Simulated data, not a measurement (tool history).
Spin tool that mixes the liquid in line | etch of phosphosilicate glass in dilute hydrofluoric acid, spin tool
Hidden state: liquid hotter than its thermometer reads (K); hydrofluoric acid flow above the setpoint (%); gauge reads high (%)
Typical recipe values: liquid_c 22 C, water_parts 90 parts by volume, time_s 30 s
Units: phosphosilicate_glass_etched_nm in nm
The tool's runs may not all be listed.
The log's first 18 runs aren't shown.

| run | day | liquid_c | water_parts | time_s | wafers since the last listed run | hours since the thermometer was replaced | hours since the hydrofluoric acid flow meter was replaced | hours since the gauge calibration | read-back film thickness of the phosphosilicate glass reference wafer, read on the same gauge (nm) | phosphosilicate_glass_etched_nm |
|---|---|---|---|---|---|---|---|---|---|---|
| 19 | 32.233 | 22 | 125 | 15 | 423 | 492.8 | 359.8 | 1736.3 | 40 | 11.73 |
| 20 | 33.246 | 22 | 90 | 30 | 403 | 517.1 | 384.1 | 1760.6 | 39.98 | 33.96 |
|  | 36.496 | gauge calibrated |
| 21 | 37.829 | 22 | 90 | 30 | 1825 | 627.1 | 494.1 | 32 | 40 | 34.1 |
| 22 | 39.442 | 22 | 120 | 15 | 642 | 665.8 | 532.8 | 70.7 | 40 | 12.34 |
| 23 | 41.871 | 24.5 | 115 | 30 | 967 | 724.1 | 591.1 | 129 | 40 | 28.88 |
| 24 | 44.533 | 18 | 60 | 25 | 1060 | 788 | 655 | 192.9 | 39.99 | 37.6 |
| 25 | 45.8 | 25 | 75 | 25 | 504 | 818.4 | 685.4 | 223.3 | 40.01 | 39.67 |
| 26 | 47.829 | 22 | 90 | 30 | 808 | 867.1 | 734.1 | 272 | 40.01 | 34.46 |
|  | 52.521 | thermometer replaced |
| 27 | 56.221 | 20 | 90 | 30 | 3325 | 88.8 | 935.5 | 473.4 | 40 | 31.56 |
| 28 | 58.408 | 23 | 90 | 30 | 871 | 141.3 | 988 | 525.9 | 40.02 | 35.84 |
| 29 | 60.092 | 22 | 120 | 45 | 670 | 181.7 | 1028.4 | 566.3 | 39.99 | 37.58 |
| 30 | 62.158 | 20 | 110 | 40 | 823 | 231.3 | 1078 | 615.9 | 39.99 | 33.82 |
| 31 | 67.379 | 25.5 | 65 | 25 | 2079 | 356.6 | 1203.3 | 741.2 | 39.99 | 47.89 |

Here are 5 independent what-if runs from the current tool condition. What would each one return?
| A | 67.396 | 22 | 90 | 30 | 6 | 357 | 1203.7 | 741.6 | ? | ? |
| B | 67.396 | 26 | 120 | 25 | 6 | 357 | 1203.7 | 741.6 | ? | ? |
| C | 67.396 | 17.5 | 125 | 45 | 6 | 357 | 1203.7 | 741.6 | ? | ? |
| D | 67.396 | 22 | 55 | 20 | 6 | 357 | 1203.7 | 741.6 | ? | ? |
| E | 67.396 | 25.5 | 90 | 30 | 6 | 357 | 1203.7 | 741.6 | ? | ? |

| run | read-back film thickness of the phosphosilicate glass reference wafer, read on the same gauge (nm) | phosphosilicate_glass_etched_nm |
|---|---|---|
| A | 39.99 | 34.58 |
| B | 39.99 | 24.42 |
| C | 39.99 | 29.9 |
| D | 39.99 | 39.35 |
| E | 39.99 | 39.78 |
With the hidden condition removed and each run's random variation left untouched, the same runs would have given:
| run | phosphosilicate_glass_etched_nm |
|---|---|
| A | 33.88 |
| B | 23.91 |
| C | 29.28 |
| D | 38.57 |
| E | 38.97 |
